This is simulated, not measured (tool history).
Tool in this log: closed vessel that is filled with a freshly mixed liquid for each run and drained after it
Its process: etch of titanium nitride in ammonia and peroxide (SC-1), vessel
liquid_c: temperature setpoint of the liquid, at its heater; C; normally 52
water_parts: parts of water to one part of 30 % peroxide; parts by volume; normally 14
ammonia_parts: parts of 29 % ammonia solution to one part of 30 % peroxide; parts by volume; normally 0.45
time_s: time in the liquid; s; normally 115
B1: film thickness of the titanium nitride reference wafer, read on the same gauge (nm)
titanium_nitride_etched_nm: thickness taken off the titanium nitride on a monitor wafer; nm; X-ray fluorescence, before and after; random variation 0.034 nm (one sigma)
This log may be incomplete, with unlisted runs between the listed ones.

Run 1, day 0: usual settings; B1 90.01. Result: titanium_nitride_etched_nm 9.35 nm.
Run 2, day 1.479: usual settings; B1 89.98. Result: titanium_nitride_etched_nm 9.3 nm.
Run 3, day 2.033: usual settings; B1 90.01. Result: titanium_nitride_etched_nm 9.26 nm.
Run 4, day 3.25: usual settings; B1 89.99. Result: titanium_nitride_etched_nm 9.3 nm.
Run 5, day 4.396: usual settings; B1 89.99. Result: titanium_nitride_etched_nm 9.35 nm.
At day 4.588: gauge calibrated.
Run 6, day 5.846: usual settings; B1 89.98. Result: titanium_nitride_etched_nm 9.27 nm.
Run 7, day 6.667: usual settings; B1 90.01. Result: titanium_nitride_etched_nm 9.28 nm.
Run 8, day 8.15: usual settings; B1 90. Result: titanium_nitride_etched_nm 9.31 nm.
Run 9, day 8.892: usual settings; B1 90.02. Result: titanium_nitride_etched_nm 9.31 nm.
Run 10, day 12.383: usual settings; B1 89.96. Result: titanium_nitride_etched_nm 9.27 nm.
Run 11, day 13.258: usual settings; B1 89.98. Result: titanium_nitride_etched_nm 9.29 nm.
Run 12, day 14.621: usual settings; B1 90.01. Result: titanium_nitride_etched_nm 9.22 nm.
At day 15.033: ammonia flow meter replaced.
Run 13, day 15.712: usual settings but water_parts 19 parts by volume; B1 89.98. Result: titanium_nitride_etched_nm 7.88 nm.
Run 14, day 16.767: usual settings but water_parts 8.5 parts by volume, time_s 65 s; B1 89.98. Result: titanium_nitride_etched_nm 6.8 nm.
Run 15, day 17.646: usual settings but liquid_c 48.5 C, water_parts 8.5 parts by volume, time_s 55 s; B1 89.99. Result: titanium_nitride_etched_nm 4.52 nm.
Run 16, day 18.275: usual settings; B1 90.01. Result: titanium_nitride_etched_nm 9.21 nm.
At day 18.942: gauge calibrated.
At day 19.008: new drum of ammonia solution connected.
Run 17, day 19.45: usual settings but liquid_c 44 C, water_parts 16.5 parts by volume, time_s 65 s; B1 89.97. Result: titanium_nitride_etched_nm 2.79 nm.
At day 19.896: thermometer replaced.
Run 18, day 20.433: usual settings but water_parts 19.5 parts by volume, ammonia_parts 0.3 parts by volume, time_s 75 s; B1 90.02. Result: titanium_nitride_etched_nm 4.33 nm.
Run 19, day 21.821: usual settings but liquid_c 60.5 C, ammonia_parts 0.55 parts by volume; B1 90. Result: titanium_nitride_etched_nm 15.62 nm.
Run 20, day 23.279: usual settings but water_parts 16 parts by volume, ammonia_parts 0.6 parts by volume, time_s 60 s; B1 90.01. Result: titanium_nitride_etched_nm 4.4 nm.
Run 21, day 23.888: usual settings but liquid_c 47.5 C, water_parts 19.5 parts by volume, time_s 140 s; B1 90. Result: titanium_nitride_etched_nm 6.31 nm.
Run 22, day 24.938: usual settings but water_parts 7.5 parts by volume; B1 89.96. Result: titanium_nitride_etched_nm 11.84 nm.
Run 23, day 25.862: usual settings; B1 89.99. Result: titanium_nitride_etched_nm 8.57 nm.
Run 24, day 27.05: usual settings but liquid_c 60 C, time_s 150 s; B1 90.01. Result: titanium_nitride_etched_nm 19.09 nm.
Run 25, day 27.688: usual settings but water_parts 12 parts by volume, ammonia_parts 0.55 parts by volume; B1 89.98. Result: titanium_nitride_etched_nm 9.53 nm.

Alternative continuations, all from the tool just after run 25; predict every row:
Run A, day 27.717: usual settings; B1 ?. Result: titanium_nitride_etched_nm ?.
Run B, day 27.717: usual settings but liquid_c 54.5 C, water_parts 10 parts by volume, ammonia_parts 0.55 parts by volume, time_s 160 s; B1 ?. Result: titanium_nitride_etched_nm ?.
Run C, day 27.717: usual settings but water_parts 10 parts by volume, ammonia_parts 0.65 parts by volume, time_s 160 s; B1 ?. Result: titanium_nitride_etched_nm ?.
Run D, day 27.717: usual settings but water_parts 12 parts by volume; B1 ?. Result: titanium_nitride_etched_nm ?.
Run E, day 27.717: usual settings but time_s 135 s; B1 ?. Result: titanium_nitride_etched_nm ?.

run  B1  titanium_nitride_etched_nm
  A  90                        8.49
  B  90                       17.38
  C  90                       15.07
  D  90                        9.23
  E  90                        9.97
With no hidden state in the tool, these same runs would have given:
run  titanium_nitride_etched_nm
  A                        8.48
  B                       17.36
  C                       15.05
  D                        9.22
  E                        9.96
